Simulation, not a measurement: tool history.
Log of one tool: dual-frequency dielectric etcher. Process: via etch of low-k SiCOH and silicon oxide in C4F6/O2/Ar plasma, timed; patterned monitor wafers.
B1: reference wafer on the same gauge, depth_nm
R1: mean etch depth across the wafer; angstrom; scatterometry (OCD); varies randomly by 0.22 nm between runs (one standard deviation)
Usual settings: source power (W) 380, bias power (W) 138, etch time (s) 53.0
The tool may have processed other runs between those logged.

{"run": 1, "day": 0.0, "source power (W)": 410, "bias power (W)": 138, "etch time (s)": 65.5, "B1": 118.9, "R1": 1407}
{"run": 2, "day": 1.208, "source power (W)": 380, "bias power (W)": 138, "etch time (s)": 53.0, "B1": 118.9, "R1": 1097}
{"run": 3, "day": 2.0, "source power (W)": 380, "bias power (W)": 138, "etch time (s)": 53.0, "B1": 119.0, "R1": 1097}
{"run": 4, "day": 3.038, "source power (W)": 380, "bias power (W)": 138, "etch time (s)": 53.0, "B1": 118.9, "R1": 1092}
{"run": 5, "day": 4.421, "source power (W)": 320, "bias power (W)": 138, "etch time (s)": 53.0, "B1": 119.1, "R1": 992}
{"run": 6, "day": 5.542, "source power (W)": 320, "bias power (W)": 138, "etch time (s)": 53.0, "B1": 119.0, "R1": 997}
{"run": 7, "day": 6.721, "source power (W)": 320, "bias power (W)": 138, "etch time (s)": 53.0, "B1": 119.0, "R1": 991}
{"run": 8, "day": 9.383, "source power (W)": 380, "bias power (W)": 138, "etch time (s)": 53.0, "B1": 119.0, "R1": 1103}
{"run": 9, "day": 10.554, "source power (W)": 380, "bias power (W)": 138, "etch time (s)": 53.0, "B1": 118.9, "R1": 1103}
{"run": 10, "day": 11.054, "source power (W)": 380, "bias power (W)": 138, "etch time (s)": 53.0, "B1": 119.0, "R1": 1108}
{"run": 11, "day": 11.85, "source power (W)": 380, "bias power (W)": 118, "etch time (s)": 53.0, "B1": 119.1, "R1": 1047}
{"day": 12.029, "done": "source power generator calibrated"}
{"run": 12, "day": 12.6, "source power (W)": 380, "bias power (W)": 118, "etch time (s)": 53.0, "B1": 119.0, "R1": 1051}
{"run": 13, "day": 13.442, "source power (W)": 470, "bias power (W)": 171, "etch time (s)": 46.5, "B1": 118.9, "R1": 1172}
{"run": 14, "day": 14.312, "source power (W)": 380, "bias power (W)": 114, "etch time (s)": 64.5, "B1": 119.0, "R1": 1269}
{"run": 15, "day": 15.696, "source power (W)": 290, "bias power (W)": 138, "etch time (s)": 44.0, "B1": 119.0, "R1": 782}
{"day": 16.9, "done": "bias power generator calibrated"}
{"day": 17.938, "done": "wet clean of the chamber"}
{"run": 16, "day": 17.958, "source power (W)": 380, "bias power (W)": 121, "etch time (s)": 40.0, "B1": 119.0, "R1": 826}
{"day": 18.788, "done": "gauge calibrated"}
{"day": 19.138, "done": "upper electrode replaced"}
{"run": 17, "day": 19.158, "source power (W)": 380, "bias power (W)": 126, "etch time (s)": 53.0, "B1": 118.9, "R1": 1108}
{"run": 18, "day": 19.192, "source power (W)": 350, "bias power (W)": 138, "etch time (s)": 61.5, "B1": 118.9, "R1": 1259}
{"run": 19, "day": 20.042, "source power (W)": 380, "bias power (W)": 122, "etch time (s)": 44.0, "B1": 119.1, "R1": 910}
{"day": 22.062, "done": "wet clean of the chamber, repeated, since the last time left the tool worse"}
{"run": 20, "day": 22.083, "source power (W)": 380, "bias power (W)": 138, "etch time (s)": 42.0, "B1": 119.0, "R1": 860}
{"run": 21, "day": 22.721, "source power (W)": 380, "bias power (W)": 122, "etch time (s)": 44.0, "B1": 119.0, "R1": 868}
{"run": 22, "day": 24.067, "source power (W)": 380, "bias power (W)": 138, "etch time (s)": 53.0, "B1": 118.9, "R1": 1087}
{"run": 23, "day": 24.646, "source power (W)": 380, "bias power (W)": 138, "etch time (s)": 60.5, "B1": 118.8, "R1": 1241}
{"run": 24, "day": 25.154, "source power (W)": 380, "bias power (W)": 138, "etch time (s)": 53.0, "B1": 118.8, "R1": 1088}
{"run": 25, "day": 26.1, "source power (W)": 380, "bias power (W)": 138, "etch time (s)": 53.0, "B1": 119.0, "R1": 1089}

Branching from run 25: 3 alternative next runs. What would each branch give?
{"run": "A", "day": 26.117, "source power (W)": 380, "bias power (W)": 138, "etch time (s)": 37.5, "B1": "?", "R1": "?"}
{"run": "B", "day": 26.117, "source power (W)": 410, "bias power (W)": 156, "etch time (s)": 57.5, "B1": "?", "R1": "?"}
{"run": "C", "day": 26.117, "source power (W)": 300, "bias power (W)": 138, "etch time (s)": 40.5, "B1": "?", "R1": "?"}

run=A B1=119.0 R1=771
run=B B1=119.0 R1=1284
run=C B1=119.0 R1=724
What these runs would have given with no unlogged condition in the tool:
run=A R1=769
run=B R1=1282
run=C R1=723
